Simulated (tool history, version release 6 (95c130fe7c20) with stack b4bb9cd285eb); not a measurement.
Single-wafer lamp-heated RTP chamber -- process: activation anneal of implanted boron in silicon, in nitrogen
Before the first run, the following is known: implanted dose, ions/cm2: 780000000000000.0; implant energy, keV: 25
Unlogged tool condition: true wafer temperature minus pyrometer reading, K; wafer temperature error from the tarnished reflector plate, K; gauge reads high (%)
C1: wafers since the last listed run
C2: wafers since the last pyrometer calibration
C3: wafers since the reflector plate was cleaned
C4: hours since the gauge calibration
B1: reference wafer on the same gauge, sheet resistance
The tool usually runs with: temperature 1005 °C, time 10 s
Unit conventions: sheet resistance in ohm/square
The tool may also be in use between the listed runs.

Run 1, hour 0: usual settings but temperature 993 °C; C1 0; C2 5723; C3 3646; C4 1130.1; B1 171.1. Result: sheet resistance 147.79 ohm/square.
Run 2, hour 48.4: usual settings but temperature 993 °C; C1 1142; C2 6866; C3 4788; C4 1178.5; B1 170.83. Result: sheet resistance 147.35 ohm/square.
At hour 60.5: pyrometer window cleaned and pyrometer calibrated.
Run 3, hour 90.7: usual settings; C1 809; C2 712; C3 5598; C4 1220.8; B1 171.11. Result: sheet resistance 145.68 ohm/square.
Run 4, hour 163.1: usual settings; C1 1708; C2 2421; C3 7307; C4 1293.2; B1 170.79. Result: sheet resistance 145.01 ohm/square.
At hour 172.6: reflector plate cleaned.
Run 5, hour 209.8: usual settings; C1 913; C2 3334; C3 878; C4 1339.9; B1 171.23. Result: sheet resistance 144.94 ohm/square.
Run 6, hour 270.1: usual settings; C1 1423; C2 4757; C3 2302; C4 1400.2; B1 170.82. Result: sheet resistance 145.4 ohm/square.
Run 7, hour 295.2: usual settings; C1 592; C2 5350; C3 2894; C4 1425.3; B1 170.83. Result: sheet resistance 144.41 ohm/square.
Run 8, hour 319.3: usual settings; C1 568; C2 5918; C3 3463; C4 1449.4; B1 171.07. Result: sheet resistance 144.02 ohm/square.
Run 9, hour 348.6: usual settings; C1 691; C2 6610; C3 4154; C4 1478.7; B1 171.22. Result: sheet resistance 143.66 ohm/square.
At hour 361: pyrometer window cleaned and pyrometer calibrated.
Run 10, hour 417.8: usual settings; C1 1444; C2 1341; C3 5599; C4 1547.9; B1 171.24. Result: sheet resistance 145.39 ohm/square.
Run 11, hour 458.4: usual settings; C1 958; C2 2299; C3 6557; C4 1588.5; B1 170.97. Result: sheet resistance 145.52 ohm/square.
At hour 497.2: reflector plate cleaned.
Run 12, hour 528.5: usual settings; C1 1465; C2 3764; C3 739; C4 1658.6; B1 171.12. Result: sheet resistance 145.17 ohm/square.
Run 13, hour 583: usual settings but time 14 s; C1 1286; C2 5051; C3 2025; C4 1713.1; B1 171.02. Result: sheet resistance 143.81 ohm/square.
At hour 606.3: gauge calibrated.
Run 14, hour 609.2: usual settings but time 14 s; C1 618; C2 5669; C3 2644; C4 2.9; B1 171.11. Result: sheet resistance 143.83 ohm/square.
Run 15, hour 660.3: usual settings but temperature 1027 °C, time 13 s; C1 1206; C2 6875; C3 3850; C4 54; B1 170.84. Result: sheet resistance 142.33 ohm/square.
At hour 676.2: pyrometer window cleaned and pyrometer calibrated.
Run 16, hour 729.9: usual settings but temperature 1027 °C, time 13 s; C1 1453; C2 1266; C3 5303; C4 123.6; B1 171.02. Result: sheet resistance 142.35 ohm/square.
Run 17, hour 801.1: usual settings but temperature 1027 °C, time 12 s; C1 1680; C2 2947; C3 6984; C4 194.8; B1 171.01. Result: sheet resistance 140.84 ohm/square.
At hour 872.4: reflector plate cleaned.
Run 18, hour 872.9: usual settings but time 8 s; C1 1505; C2 4453; C3 11; C4 266.6; B1 171.01. Result: sheet resistance 145.07 ohm/square.
Run 19, hour 918.3: usual settings; C1 1071; C2 5524; C3 1083; C4 312; B1 170.83. Result: sheet resistance 145.42 ohm/square.
Run 20, hour 945.5: usual settings but temperature 1031 °C, time 6 s; C1 641; C2 6166; C3 1725; C4 339.2; B1 170.78. Result: sheet resistance 142.03 ohm/square.
Run 21, hour 974.2: usual settings but temperature 1027 °C, time 4 s; C1 677; C2 6843; C3 2402; C4 367.9; B1 170.86. Result: sheet resistance 142.4 ohm/square.
At hour 985: pyrometer window cleaned and pyrometer calibrated.
Run 22, hour 1031.6: usual settings but temperature 1034 °C, time 7 s; C1 1165; C2 1099; C3 3568; C4 425.3; B1 170.98. Result: sheet resistance 142.35 ohm/square.
Run 23, hour 1068.2: usual settings but time 12 s; C1 863; C2 1963; C3 4432; C4 461.9; B1 171.11. Result: sheet resistance 144.92 ohm/square.
Run 24, hour 1136.8: usual settings but time 8 s; C1 1619; C2 3582; C3 6051; C4 530.5; B1 171.11. Result: sheet resistance 144.46 ohm/square.
Run 25, hour 1176.6: usual settings but temperature 976 °C, time 8 s; C1 939; C2 4521; C3 6990; C4 570.3; B1 170.86. Result: sheet resistance 160.7 ohm/square.
At hour 1239.6: reflector plate cleaned.
Run 26, hour 1240.1: usual settings; C1 1309; C2 5831; C3 11; C4 633.8; B1 170.85. Result: sheet resistance 143.86 ohm/square.
Run 27, hour 1283.7: usual settings but temperature 996 °C; C1 1028; C2 6860; C3 1040; C4 677.4; B1 171.06. Result: sheet resistance 146.01 ohm/square.
At hour 1297.2: pyrometer window cleaned and pyrometer calibrated.
Run 28, hour 1350.4: usual settings but temperature 1034 °C, time 7 s; C1 1385; C2 1255; C3 2426; C4 744.1; B1 170.95. Result: sheet resistance 142.21 ohm/square.
Run 29, hour 1410.8: usual settings but temperature 1034 °C, time 12 s; C1 1425; C2 2681; C3 3851; C4 804.5; B1 171.16. Result: sheet resistance 141.06 ohm/square.
Run 30, hour 1564.3: usual settings but temperature 1029 °C, time 8 s; C1 3622; C2 6303; C3 7474; C4 958; B1 171.13. Result: sheet resistance 141.56 ohm/square.
Run 31, hour 1594.1: usual settings but temperature 1027 °C, time 4 s; C1 703; C2 7007; C3 8177; C4 987.8; B1 170.74. Result: sheet resistance 141.98 ohm/square.
At hour 1605.5: reflector plate cleaned.
Run 32, hour 1620.7: usual settings; C1 438; C2 7446; C3 359; C4 1014.4; B1 170.69. Result: sheet resistance 142.8 ohm/square.
At hour 1638: pyrometer window cleaned and pyrometer calibrated.
Run 33, hour 1665: usual settings but temperature 1028 °C, time 13 s; C1 856; C2 636; C3 1216; C4 1058.7; B1 171.04. Result: sheet resistance 141.35 ohm/square.

Below, each run's measurement less what the same run would have read without the hidden state. Both values contain the same run-to-run variation, but the gauge's scatter may not be the same in both:
run  sheet resistance
  1             -3.62
  2             -4.14
  3             -0.52
  4             -1.07
  5              -1.4
  6             -1.79
  7             -1.93
  8             -2.07
  9             -2.23
 10             -0.69
 11                -1
 12             -1.49
 13             -1.61
 14             -1.76
 15             -0.73
 16             -0.14
 17             -0.32
 18             -1.63
 19             -1.82
 20             -0.67
 21             -1.02
 22             -0.19
 23             -0.91
 24             -1.55
 25              -6.9
 26             -2.08
 27             -3.71
 28              -0.2
 29             -0.27
 30             -0.72
 31             -1.09
 32             -2.41
 33             -0.15
